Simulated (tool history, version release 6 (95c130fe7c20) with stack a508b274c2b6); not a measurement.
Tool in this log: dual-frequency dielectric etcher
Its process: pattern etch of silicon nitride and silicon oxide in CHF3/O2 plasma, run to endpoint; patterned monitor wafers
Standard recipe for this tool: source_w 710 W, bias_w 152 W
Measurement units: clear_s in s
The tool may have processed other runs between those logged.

run	hour	source_w	bias_w	incoming incoming film thickness, nm	clear_s
1	0.0	710	152	155.1	101.6
2	16.5	710	152	155.5	102.0
3	37.4	710	152	157.7	104.3
4	49.6	710	143	156.1	105.9
5	70.2	710	143	157.1	106.2
# hour 145.7: wet clean of the chamber
6	149.0	710	152	155.9	106.5
# hour 179.9: upper electrode replaced
7	180.4	710	152	155.2	106.1
# hour 213.5: source power generator calibrated
# hour 234.7: wet clean of the chamber, repeated, since the last time left the tool worse
8	271.1	840	175	155.1	91.2
# hour 284.7: bias power generator calibrated
9	306.7	540	173	154.9	100.4
10	320.8	710	152	155.3	100.3
11	356.3	710	152	155.6	101.5
12	382.3	530	136	153.1	110.1
13	405.4	710	178	155.1	95.2
14	424.9	860	152	155.1	95.9

5 options for the next run, each taken on its own from the tool as it stands now. Forecast them:
A	425.4	710	139	156.4	?
B	425.4	780	175	156.4	?
C	425.4	820	139	156.4	?
D	425.4	540	182	156.4	?
E	425.4	710	163	156.4	?

run	clear_s
A	106.4
B	95.5
C	102.9
D	101.8
E	100.2
With no hidden state in the tool, these same runs would have given:
run	clear_s
A	104.6
B	93.8
C	101.1
D	100.0
E	98.5
